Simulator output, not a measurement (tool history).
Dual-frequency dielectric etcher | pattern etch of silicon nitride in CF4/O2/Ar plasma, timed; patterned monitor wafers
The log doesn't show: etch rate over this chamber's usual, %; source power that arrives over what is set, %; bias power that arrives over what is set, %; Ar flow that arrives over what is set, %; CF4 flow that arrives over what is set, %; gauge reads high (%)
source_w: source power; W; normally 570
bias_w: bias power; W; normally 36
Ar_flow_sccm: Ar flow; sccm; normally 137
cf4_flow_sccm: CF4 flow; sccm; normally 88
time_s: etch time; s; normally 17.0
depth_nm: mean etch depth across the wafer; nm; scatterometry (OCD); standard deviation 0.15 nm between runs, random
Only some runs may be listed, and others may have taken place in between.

| run | hour | source_w | bias_w | Ar_flow_sccm | cf4_flow_sccm | time_s | wafers since the last listed run | hours since the last wet clean | hours since the last source power generator calibration | hours since the last bias power generator calibration | hours since the last Ar flow controller change | hours since the last CF4 flow controller change | hours since the last upper electrode change | hours since the gauge calibration | read-back reference wafer on the same gauge, depth_nm | depth_nm |
|---|---|---|---|---|---|---|---|---|---|---|---|---|---|---|---|---|
| 1 | 0.0 | 570 | 39 | 137 | 109 | 17.0 | 0 | 292.0 | 41.9 | 1808.4 | 1810.4 | 3489.2 | 2898.7 | 56.5 | 25.72 | 29.57 |
| 2 | 27.4 | 570 | 36 | 137 | 103 | 17.0 | 479 | 319.4 | 69.3 | 1835.8 | 1837.8 | 3516.6 | 2926.1 | 83.9 | 25.69 | 28.48 |
| 3 | 69.7 | 710 | 36 | 137 | 88 | 19.5 | 740 | 361.7 | 111.6 | 1878.1 | 1880.1 | 3558.9 | 2968.4 | 126.2 | 25.73 | 40.56 |
|  | 132.4 | CF4 flow controller replaced |
|  | 137.6 | upper electrode replaced |
|  | 165.4 | wet clean of the chamber |
|  | 173.5 | bias power generator calibrated |
| 4 | 174.0 | 570 | 43 | 137 | 78 | 17.0 | 1140 | 8.6 | 215.9 | 0.5 | 1984.4 | 41.6 | 36.4 | 230.5 | 25.73 | 29.24 |
| 5 | 197.0 | 570 | 36 | 137 | 88 | 17.0 | 402 | 31.6 | 238.9 | 23.5 | 2007.4 | 64.6 | 59.4 | 253.5 | 25.66 | 27.13 |
| 6 | 209.6 | 570 | 36 | 137 | 88 | 17.0 | 220 | 44.2 | 251.5 | 36.1 | 2020.0 | 77.2 | 72.0 | 266.1 | 25.72 | 27.19 |
| 7 | 221.9 | 570 | 29 | 137 | 88 | 15.5 | 215 | 56.5 | 263.8 | 48.4 | 2032.3 | 89.5 | 84.3 | 278.4 | 25.69 | 22.13 |
| 8 | 239.2 | 570 | 36 | 137 | 88 | 17.0 | 302 | 73.8 | 281.1 | 65.7 | 2049.6 | 106.8 | 101.6 | 295.7 | 25.70 | 27.43 |
| 9 | 254.0 | 640 | 36 | 120 | 88 | 18.5 | 259 | 88.6 | 295.9 | 80.5 | 2064.4 | 121.6 | 116.4 | 310.5 | 25.66 | 34.41 |
| 10 | 270.7 | 620 | 42 | 137 | 88 | 17.0 | 292 | 105.3 | 312.6 | 97.2 | 2081.1 | 138.3 | 133.1 | 327.2 | 25.71 | 32.31 |
|  | 292.0 | Ar flow controller replaced |
| 11 | 304.8 | 570 | 36 | 137 | 88 | 14.5 | 492 | 139.4 | 346.7 | 131.3 | 12.8 | 172.4 | 167.2 | 361.3 | 25.71 | 23.33 |
| 12 | 328.0 | 450 | 36 | 137 | 88 | 17.0 | 406 | 162.6 | 369.9 | 154.5 | 36.0 | 195.6 | 190.4 | 384.5 | 25.66 | 21.39 |
| 13 | 342.2 | 570 | 36 | 137 | 88 | 17.0 | 248 | 176.8 | 384.1 | 168.7 | 50.2 | 209.8 | 204.6 | 398.7 | 25.68 | 27.75 |
| 14 | 370.7 | 570 | 41 | 137 | 100 | 17.0 | 499 | 205.3 | 412.6 | 197.2 | 78.7 | 238.3 | 233.1 | 427.2 | 25.71 | 30.09 |
| 15 | 402.0 | 570 | 36 | 137 | 67 | 15.5 | 548 | 236.6 | 443.9 | 228.5 | 110.0 | 269.6 | 264.4 | 458.5 | 25.70 | 24.53 |
| 16 | 415.0 | 570 | 43 | 137 | 95 | 17.0 | 227 | 249.6 | 456.9 | 241.5 | 123.0 | 282.6 | 277.4 | 471.5 | 25.69 | 30.85 |
| 17 | 434.0 | 460 | 42 | 137 | 69 | 15.0 | 332 | 268.6 | 475.9 | 260.5 | 142.0 | 301.6 | 296.4 | 490.5 | 25.72 | 20.93 |
| 18 | 462.5 | 570 | 36 | 137 | 88 | 17.0 | 499 | 297.1 | 504.4 | 289.0 | 170.5 | 330.1 | 324.9 | 519.0 | 25.72 | 28.32 |
| 19 | 489.3 | 570 | 43 | 137 | 106 | 17.0 | 469 | 323.9 | 531.2 | 315.8 | 197.3 | 356.9 | 351.7 | 545.8 | 25.70 | 31.49 |
| 20 | 518.6 | 570 | 33 | 162 | 88 | 17.0 | 513 | 353.2 | 560.5 | 345.1 | 226.6 | 386.2 | 381.0 | 575.1 | 25.70 | 25.95 |
| 21 | 546.0 | 570 | 29 | 128 | 88 | 19.5 | 479 | 380.6 | 587.9 | 372.5 | 254.0 | 413.6 | 408.4 | 602.5 | 25.70 | 29.64 |
| 22 | 560.9 | 650 | 42 | 137 | 94 | 17.0 | 260 | 395.5 | 602.8 | 387.4 | 268.9 | 428.5 | 423.3 | 617.4 | 25.72 | 35.51 |

3 ways to go on from here, each from the tool as it stands after run 22. What would each give?
| A | 561.3 | 570 | 36 | 137 | 88 | 17.0 | 7 | 395.9 | 603.2 | 387.8 | 269.3 | 428.9 | 423.7 | 617.8 | ? | ? |
| B | 561.3 | 570 | 40 | 137 | 88 | 15.5 | 7 | 395.9 | 603.2 | 387.8 | 269.3 | 428.9 | 423.7 | 617.8 | ? | ? |
| C | 561.3 | 570 | 36 | 158 | 88 | 17.0 | 7 | 395.9 | 603.2 | 387.8 | 269.3 | 428.9 | 423.7 | 617.8 | ? | ? |

| run | read-back reference wafer on the same gauge, depth_nm | depth_nm |
|---|---|---|
| A | 25.71 | 28.26 |
| B | 25.71 | 27.23 |
| C | 25.71 | 27.47 |
What these runs would have given with no unlogged condition in the tool:
| run | depth_nm |
|---|---|
| A | 26.89 |
| B | 25.91 |
| C | 26.14 |
